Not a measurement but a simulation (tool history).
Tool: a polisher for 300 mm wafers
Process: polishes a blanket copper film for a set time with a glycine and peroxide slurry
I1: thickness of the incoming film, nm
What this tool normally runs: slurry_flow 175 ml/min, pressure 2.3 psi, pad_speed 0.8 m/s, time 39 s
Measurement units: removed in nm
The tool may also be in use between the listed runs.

{"run": 1, "day": 0.0, "slurry_flow": 175, "pressure": 2.3, "pad_speed": 0.8, "time": 39, "I1": 1474.2, "removed": 138.9}
{"run": 2, "day": 0.704, "slurry_flow": 175, "pressure": 2.3, "pad_speed": 0.8, "time": 39, "I1": 1490.7, "removed": 141.1}
{"run": 3, "day": 1.629, "slurry_flow": 175, "pressure": 2.3, "pad_speed": 0.8, "time": 39, "I1": 1465.7, "removed": 143}
{"run": 4, "day": 2.775, "slurry_flow": 175, "pressure": 2.3, "pad_speed": 0.8, "time": 39, "I1": 1468.9, "removed": 138.3}
{"day": 3.1, "done": "worn pad replaced by a new one"}
{"run": 5, "day": 3.567, "slurry_flow": 175, "pressure": 2.3, "pad_speed": 0.8, "time": 39, "I1": 1494.9, "removed": 138.1}
{"run": 6, "day": 4.704, "slurry_flow": 175, "pressure": 2.3, "pad_speed": 0.8, "time": 39, "I1": 1495.7, "removed": 141.6}
{"run": 7, "day": 6.05, "slurry_flow": 175, "pressure": 2.3, "pad_speed": 0.8, "time": 34, "I1": 1484, "removed": 120.2}
{"run": 8, "day": 6.825, "slurry_flow": 175, "pressure": 2.1, "pad_speed": 0.8, "time": 39, "I1": 1483.6, "removed": 128.2}
{"run": 9, "day": 8.15, "slurry_flow": 175, "pressure": 2.1, "pad_speed": 0.8, "time": 39, "I1": 1455.8, "removed": 128.5}
{"run": 10, "day": 9.383, "slurry_flow": 175, "pressure": 2, "pad_speed": 0.66, "time": 39, "I1": 1474, "removed": 109}
{"run": 11, "day": 10.442, "slurry_flow": 175, "pressure": 2, "pad_speed": 0.66, "time": 39, "I1": 1478, "removed": 106.4}
{"run": 12, "day": 11.104, "slurry_flow": 175, "pressure": 2, "pad_speed": 0.66, "time": 39, "I1": 1493, "removed": 107.4}
{"day": 11.712, "done": "worn pad replaced by a new one"}
{"day": 11.979, "done": "slurry nozzle cleaned"}
{"run": 13, "day": 12.271, "slurry_flow": 175, "pressure": 2.3, "pad_speed": 0.8, "time": 49, "I1": 1466.7, "removed": 168.5}
{"run": 14, "day": 13.404, "slurry_flow": 175, "pressure": 2.3, "pad_speed": 0.8, "time": 39, "I1": 1463.8, "removed": 131.6}
{"run": 15, "day": 14.842, "slurry_flow": 175, "pressure": 2.3, "pad_speed": 0.8, "time": 39, "I1": 1481.8, "removed": 130}
{"run": 16, "day": 15.658, "slurry_flow": 175, "pressure": 1.7, "pad_speed": 0.8, "time": 39, "I1": 1467.2, "removed": 105.1}
{"run": 17, "day": 16.758, "slurry_flow": 145, "pressure": 2.9, "pad_speed": 0.94, "time": 51, "I1": 1470.8, "removed": 224.1}
{"day": 17.371, "done": "head pressure recalibrated"}
{"run": 18, "day": 17.596, "slurry_flow": 175, "pressure": 2.3, "pad_speed": 0.8, "time": 39, "I1": 1476.2, "removed": 143.2}
{"run": 19, "day": 18.758, "slurry_flow": 175, "pressure": 3.1, "pad_speed": 0.8, "time": 39, "I1": 1487, "removed": 178.7}
{"run": 20, "day": 19.542, "slurry_flow": 175, "pressure": 2.3, "pad_speed": 0.8, "time": 39, "I1": 1483.5, "removed": 141.5}
{"run": 21, "day": 20.879, "slurry_flow": 130, "pressure": 1.6, "pad_speed": 0.8, "time": 39, "I1": 1488.8, "removed": 104.7}
{"run": 22, "day": 21.642, "slurry_flow": 175, "pressure": 2.3, "pad_speed": 0.8, "time": 39, "I1": 1490.7, "removed": 142}
{"day": 22.258, "done": "worn pad replaced by a new one"}
{"run": 23, "day": 22.833, "slurry_flow": 175, "pressure": 2.3, "pad_speed": 1.08, "time": 39, "I1": 1475.3, "removed": 176}
{"run": 24, "day": 24.579, "slurry_flow": 175, "pressure": 2, "pad_speed": 0.92, "time": 31, "I1": 1499.7, "removed": 111.5}
{"run": 25, "day": 25.217, "slurry_flow": 175, "pressure": 2.3, "pad_speed": 0.8, "time": 39, "I1": 1482.6, "removed": 140.8}
{"run": 26, "day": 25.971, "slurry_flow": 175, "pressure": 2.3, "pad_speed": 0.6, "time": 49, "I1": 1455.8, "removed": 144.3}
{"run": 27, "day": 26.6, "slurry_flow": 145, "pressure": 2.9, "pad_speed": 0.94, "time": 51, "I1": 1449, "removed": 240.4}
{"run": 28, "day": 27.296, "slurry_flow": 175, "pressure": 2, "pad_speed": 0.8, "time": 39, "I1": 1498.2, "removed": 126.1}
{"run": 29, "day": 28.554, "slurry_flow": 225, "pressure": 2.8, "pad_speed": 1.02, "time": 28, "I1": 1473.3, "removed": 145.3}
{"run": 30, "day": 29.446, "slurry_flow": 175, "pressure": 2.3, "pad_speed": 0.58, "time": 32, "I1": 1496.5, "removed": 89.1}
{"run": 31, "day": 30.429, "slurry_flow": 175, "pressure": 2.7, "pad_speed": 0.8, "time": 39, "I1": 1496, "removed": 156.4}
{"day": 31.042, "done": "worn pad replaced by a new one"}
{"run": 32, "day": 31.117, "slurry_flow": 175, "pressure": 2, "pad_speed": 0.66, "time": 39, "I1": 1481, "removed": 108.5}
{"run": 33, "day": 32.133, "slurry_flow": 200, "pressure": 1.7, "pad_speed": 0.8, "time": 39, "I1": 1478.5, "removed": 111.7}
{"run": 34, "day": 33.596, "slurry_flow": 175, "pressure": 2.3, "pad_speed": 0.8, "time": 39, "I1": 1461.9, "removed": 137.5}
{"run": 35, "day": 34.579, "slurry_flow": 175, "pressure": 2.3, "pad_speed": 0.56, "time": 39, "I1": 1456.1, "removed": 104.8}
{"run": 36, "day": 35.517, "slurry_flow": 135, "pressure": 1.7, "pad_speed": 0.8, "time": 39, "I1": 1476.1, "removed": 104.1}
{"run": 37, "day": 36.442, "slurry_flow": 175, "pressure": 2.3, "pad_speed": 0.8, "time": 29, "I1": 1486.2, "removed": 100.6}

Below are 4 alternative next runs, each starting from the tool's condition after run 37. Predict each:
{"run": "A", "day": 36.458, "slurry_flow": 175, "pressure": 2.3, "pad_speed": 0.8, "time": 39, "I1": 1477.5, "removed": "?"}
{"run": "B", "day": 36.458, "slurry_flow": 195, "pressure": 2.3, "pad_speed": 0.94, "time": 48, "I1": 1477.5, "removed": "?"}
{"run": "C", "day": 36.458, "slurry_flow": 205, "pressure": 1.7, "pad_speed": 1, "time": 50, "I1": 1477.5, "removed": "?"}
{"run": "D", "day": 36.458, "slurry_flow": 175, "pressure": 2.5, "pad_speed": 0.8, "time": 44, "I1": 1477.5, "removed": "?"}

run=A removed=132.7
run=B removed=187
run=C removed=163.7
run=D removed=159.3
Without the tool's unlogged condition, the same runs would have read:
run=A removed=140.7
run=B removed=198.8
run=C removed=173.3
run=D removed=169.2
